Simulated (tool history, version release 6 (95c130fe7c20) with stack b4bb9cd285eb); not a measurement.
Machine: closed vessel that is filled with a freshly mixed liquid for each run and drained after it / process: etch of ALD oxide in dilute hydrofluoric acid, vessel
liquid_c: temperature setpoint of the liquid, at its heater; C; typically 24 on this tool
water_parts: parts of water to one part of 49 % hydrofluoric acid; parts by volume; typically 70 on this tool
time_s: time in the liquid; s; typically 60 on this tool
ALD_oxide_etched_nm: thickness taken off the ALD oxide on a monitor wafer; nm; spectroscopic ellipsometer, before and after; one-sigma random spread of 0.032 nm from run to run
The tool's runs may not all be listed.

| run | hour | liquid_c | water_parts | time_s | wafers since the last listed run | hours since the thermometer was replaced | hours since the hydrofluoric acid flow meter was replaced | hours since the gauge calibration | read-back film thickness of the ALD oxide reference wafer, read on the same gauge (nm) | ALD_oxide_etched_nm |
|---|---|---|---|---|---|---|---|---|---|---|
| 1 | 0 | 24 | 70 | 60 | 0 | 404.2 | 858.8 | 294.5 | 138.7 | 9.28 |
| 2 | 16 | 24 | 70 | 60 | 1939 | 420.2 | 874.8 | 310.5 | 138.62 | 9.3 |
| 3 | 33 | 24 | 70 | 60 | 2060 | 437.2 | 891.8 | 327.5 | 138.53 | 9.33 |
| 4 | 55.4 | 24 | 70 | 60 | 2715 | 459.6 | 914.2 | 349.9 | 138.4 | 9.27 |
| 5 | 77.6 | 24 | 70 | 60 | 2690 | 481.8 | 936.4 | 372.1 | 138.27 | 9.34 |
| 6 | 97.2 | 24 | 70 | 60 | 2375 | 501.4 | 956 | 391.7 | 138.15 | 9.25 |
| 7 | 109.9 | 25.5 | 85 | 60 | 1539 | 514.1 | 968.7 | 404.4 | 138.1 | 7.97 |
| 8 | 138.8 | 25.5 | 85 | 60 | 3502 | 543 | 997.6 | 433.3 | 137.94 | 7.98 |
| 9 | 174.3 | 25.5 | 85 | 60 | 4302 | 578.5 | 1033.1 | 468.8 | 137.73 | 7.95 |
| 10 | 209 | 24 | 70 | 60 | 4205 | 613.2 | 1067.8 | 503.5 | 137.55 | 9.26 |
| 11 | 226.7 | 24 | 70 | 60 | 2145 | 630.9 | 1085.5 | 521.2 | 137.45 | 9.2 |
| 12 | 260.1 | 24 | 70 | 60 | 4048 | 664.3 | 1118.9 | 554.6 | 137.29 | 9.21 |
| 13 | 294.3 | 24 | 70 | 60 | 4145 | 698.5 | 1153.1 | 588.8 | 137.06 | 9.24 |
| 14 | 320.2 | 24 | 70 | 60 | 3139 | 724.4 | 1179 | 614.7 | 136.93 | 9.2 |
| 15 | 352.5 | 24 | 70 | 60 | 3914 | 756.7 | 1211.3 | 647 | 136.75 | 9.2 |
| 16 | 370.7 | 24 | 70 | 60 | 2205 | 774.9 | 1229.5 | 665.2 | 136.62 | 9.21 |
| 17 | 383.2 | 22 | 50 | 50 | 1515 | 787.4 | 1242 | 677.7 | 136.57 | 10.1 |
|  | 391.6 | gauge calibrated |
| 18 | 396.7 | 24 | 70 | 80 | 1636 | 800.9 | 1255.5 | 5.1 | 140.83 | 12.54 |
| 19 | 412.5 | 24 | 70 | 60 | 1915 | 816.7 | 1271.3 | 20.9 | 140.75 | 9.51 |
|  | 447.6 | hydrofluoric acid flow meter replaced |
| 20 | 448.1 | 27 | 85 | 50 | 4193 | 852.3 | 0.5 | 56.5 | 140.55 | 7.17 |
| 21 | 467 | 20.5 | 70 | 70 | 2290 | 871.2 | 19.4 | 75.4 | 140.43 | 9.55 |
| 22 | 496.7 | 24 | 70 | 45 | 3599 | 900.9 | 49.1 | 105.1 | 140.28 | 7.07 |
| 23 | 523.4 | 20 | 70 | 40 | 3236 | 927.6 | 75.8 | 131.8 | 140.09 | 5.34 |
|  | 540.8 | thermometer replaced |
| 24 | 544 | 24 | 70 | 80 | 2375 | 3.2 | 96.4 | 152.4 | 140.01 | 12.55 |
| 25 | 567.2 | 24 | 70 | 60 | 2811 | 26.4 | 119.6 | 175.6 | 139.88 | 9.41 |
| 26 | 591.5 | 24 | 70 | 60 | 2945 | 50.7 | 143.9 | 199.9 | 139.74 | 9.36 |
| 27 | 603.7 | 24 | 45 | 85 | 1478 | 62.9 | 156.1 | 212.1 | 139.65 | 21.36 |
| 28 | 618.5 | 24 | 70 | 60 | 1793 | 77.7 | 170.9 | 226.9 | 139.58 | 9.4 |
| 29 | 644.2 | 21.5 | 90 | 40 | 3114 | 103.4 | 196.6 | 252.6 | 139.46 | 4.3 |
| 30 | 678.8 | 24 | 70 | 60 | 4193 | 138 | 231.2 | 287.2 | 139.26 | 9.4 |
| 31 | 709.2 | 24 | 70 | 60 | 3684 | 168.4 | 261.6 | 317.6 | 139.08 | 9.36 |
| 32 | 724.6 | 26.5 | 85 | 50 | 1866 | 183.8 | 277 | 333 | 138.99 | 6.96 |
| 33 | 739 | 21.5 | 60 | 70 | 1745 | 198.2 | 291.4 | 347.4 | 138.89 | 11.65 |

Give the tool's hidden conditions for every run:
liquid hotter than its thermometer reads (K): 0, the same for each run
hydrofluoric acid flow above the setpoint (%): 0, the same for each run
H1: gauge reads high (%)
| run | H1 |
|---|---|
| 1 | -0.917 |
| 2 | -0.981 |
| 3 | -1.05 |
| 4 | -1.14 |
| 5 | -1.23 |
| 6 | -1.31 |
| 7 | -1.36 |
| 8 | -1.47 |
| 9 | -1.61 |
| 10 | -1.75 |
| 11 | -1.82 |
| 12 | -1.96 |
| 13 | -2.09 |
| 14 | -2.2 |
| 15 | -2.33 |
| 16 | -2.4 |
| 17 | -2.45 |
| 18 | 0.593 |
| 19 | 0.529 |
| 20 | 0.387 |
| 21 | 0.311 |
| 22 | 0.193 |
| 23 | 0.0858 |
| 24 | 0.00343 |
| 25 | -0.0894 |
| 26 | -0.187 |
| 27 | -0.235 |
| 28 | -0.295 |
| 29 | -0.397 |
| 30 | -0.536 |
| 31 | -0.657 |
| 32 | -0.719 |
| 33 | -0.777 |
